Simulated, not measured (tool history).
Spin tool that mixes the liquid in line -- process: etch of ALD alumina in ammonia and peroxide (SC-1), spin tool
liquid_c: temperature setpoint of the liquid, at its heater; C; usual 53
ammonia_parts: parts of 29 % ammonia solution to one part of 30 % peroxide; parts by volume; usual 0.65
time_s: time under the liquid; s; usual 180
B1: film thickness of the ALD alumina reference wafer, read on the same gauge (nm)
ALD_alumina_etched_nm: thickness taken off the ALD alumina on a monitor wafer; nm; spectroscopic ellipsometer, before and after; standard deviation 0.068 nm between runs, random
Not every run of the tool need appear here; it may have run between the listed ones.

{"run": 1, "hour": 0.0, "liquid_c": 53, "ammonia_parts": 0.65, "time_s": 145, "B1": 69.97, "ALD_alumina_etched_nm": 5.63}
{"run": 2, "hour": 14.7, "liquid_c": 56.5, "ammonia_parts": 0.45, "time_s": 230, "B1": 69.94, "ALD_alumina_etched_nm": 10.51}
{"run": 3, "hour": 32.1, "liquid_c": 53, "ammonia_parts": 0.65, "time_s": 180, "B1": 69.97, "ALD_alumina_etched_nm": 7.04}
{"run": 4, "hour": 42.6, "liquid_c": 58.5, "ammonia_parts": 0.45, "time_s": 180, "B1": 70.01, "ALD_alumina_etched_nm": 9.03}
{"run": 5, "hour": 48.7, "liquid_c": 58, "ammonia_parts": 0.9, "time_s": 90, "B1": 69.98, "ALD_alumina_etched_nm": 4.79}
{"run": 6, "hour": 56.2, "liquid_c": 57, "ammonia_parts": 0.85, "time_s": 180, "B1": 69.98, "ALD_alumina_etched_nm": 8.87}
{"run": 7, "hour": 64.3, "liquid_c": 53, "ammonia_parts": 0.95, "time_s": 125, "B1": 70, "ALD_alumina_etched_nm": 4.97}
{"run": 8, "hour": 77.2, "liquid_c": 53, "ammonia_parts": 0.65, "time_s": 180, "B1": 69.97, "ALD_alumina_etched_nm": 6.97}
{"hour": 81.1, "done": "heated supply line repaired, repeated, since the last time left the tool worse"}
{"run": 9, "hour": 83.2, "liquid_c": 46, "ammonia_parts": 0.65, "time_s": 180, "B1": 70.02, "ALD_alumina_etched_nm": 6.03}
{"hour": 92.9, "done": "thermometer replaced"}
{"run": 10, "hour": 105.9, "liquid_c": 53, "ammonia_parts": 0.65, "time_s": 180, "B1": 70, "ALD_alumina_etched_nm": 8.89}
{"run": 11, "hour": 115.7, "liquid_c": 56.5, "ammonia_parts": 0.65, "time_s": 130, "B1": 69.97, "ALD_alumina_etched_nm": 7.82}
{"run": 12, "hour": 127.1, "liquid_c": 53, "ammonia_parts": 0.65, "time_s": 180, "B1": 70.01, "ALD_alumina_etched_nm": 8.9}
{"run": 13, "hour": 133.7, "liquid_c": 59.5, "ammonia_parts": 0.55, "time_s": 225, "B1": 69.97, "ALD_alumina_etched_nm": 15.46}
{"run": 14, "hour": 141.4, "liquid_c": 53, "ammonia_parts": 0.55, "time_s": 180, "B1": 70, "ALD_alumina_etched_nm": 8.83}
{"run": 15, "hour": 149.3, "liquid_c": 53, "ammonia_parts": 0.65, "time_s": 180, "B1": 69.99, "ALD_alumina_etched_nm": 8.89}
{"run": 16, "hour": 161.3, "liquid_c": 60.5, "ammonia_parts": 0.9, "time_s": 180, "B1": 69.99, "ALD_alumina_etched_nm": 13.6}
{"run": 17, "hour": 170.7, "liquid_c": 53, "ammonia_parts": 0.4, "time_s": 180, "B1": 70, "ALD_alumina_etched_nm": 8.42}
{"run": 18, "hour": 185.4, "liquid_c": 53, "ammonia_parts": 0.8, "time_s": 130, "B1": 69.98, "ALD_alumina_etched_nm": 6.5}
{"run": 19, "hour": 201.7, "liquid_c": 53, "ammonia_parts": 0.65, "time_s": 180, "B1": 70.04, "ALD_alumina_etched_nm": 8.92}
{"run": 20, "hour": 212.9, "liquid_c": 57.5, "ammonia_parts": 0.9, "time_s": 275, "B1": 69.99, "ALD_alumina_etched_nm": 17.65}
{"run": 21, "hour": 228.5, "liquid_c": 48, "ammonia_parts": 0.5, "time_s": 180, "B1": 69.96, "ALD_alumina_etched_nm": 6.42}
{"run": 22, "hour": 234.8, "liquid_c": 53, "ammonia_parts": 0.65, "time_s": 180, "B1": 70.01, "ALD_alumina_etched_nm": 8.67}
{"run": 23, "hour": 251.2, "liquid_c": 60.5, "ammonia_parts": 0.75, "time_s": 215, "B1": 69.99, "ALD_alumina_etched_nm": 15.71}
{"run": 24, "hour": 267.6, "liquid_c": 43, "ammonia_parts": 0.85, "time_s": 210, "B1": 69.99, "ALD_alumina_etched_nm": 5.99}
{"run": 25, "hour": 284.4, "liquid_c": 53, "ammonia_parts": 0.65, "time_s": 180, "B1": 69.98, "ALD_alumina_etched_nm": 8.7}
{"run": 26, "hour": 291.5, "liquid_c": 53, "ammonia_parts": 0.65, "time_s": 180, "B1": 69.98, "ALD_alumina_etched_nm": 8.6}

Predict each of these 3 candidate next runs independently; none follows another, all start after run 26:
{"run": "A", "hour": 292.0, "liquid_c": 53, "ammonia_parts": 0.65, "time_s": 285, "B1": "?", "ALD_alumina_etched_nm": "?"}
{"run": "B", "hour": 292.0, "liquid_c": 50, "ammonia_parts": 0.5, "time_s": 180, "B1": "?", "ALD_alumina_etched_nm": "?"}
{"run": "C", "hour": 292.0, "liquid_c": 46, "ammonia_parts": 0.5, "time_s": 75, "B1": "?", "ALD_alumina_etched_nm": "?"}

run=A B1=70 ALD_alumina_etched_nm=13.7
run=B B1=70 ALD_alumina_etched_nm=7.16
run=C B1=70 ALD_alumina_etched_nm=2.38
With the hidden condition removed and each run's random variation left untouched, the same runs would have given:
run=A ALD_alumina_etched_nm=14.23
run=B ALD_alumina_etched_nm=7.45
run=C ALD_alumina_etched_nm=2.48
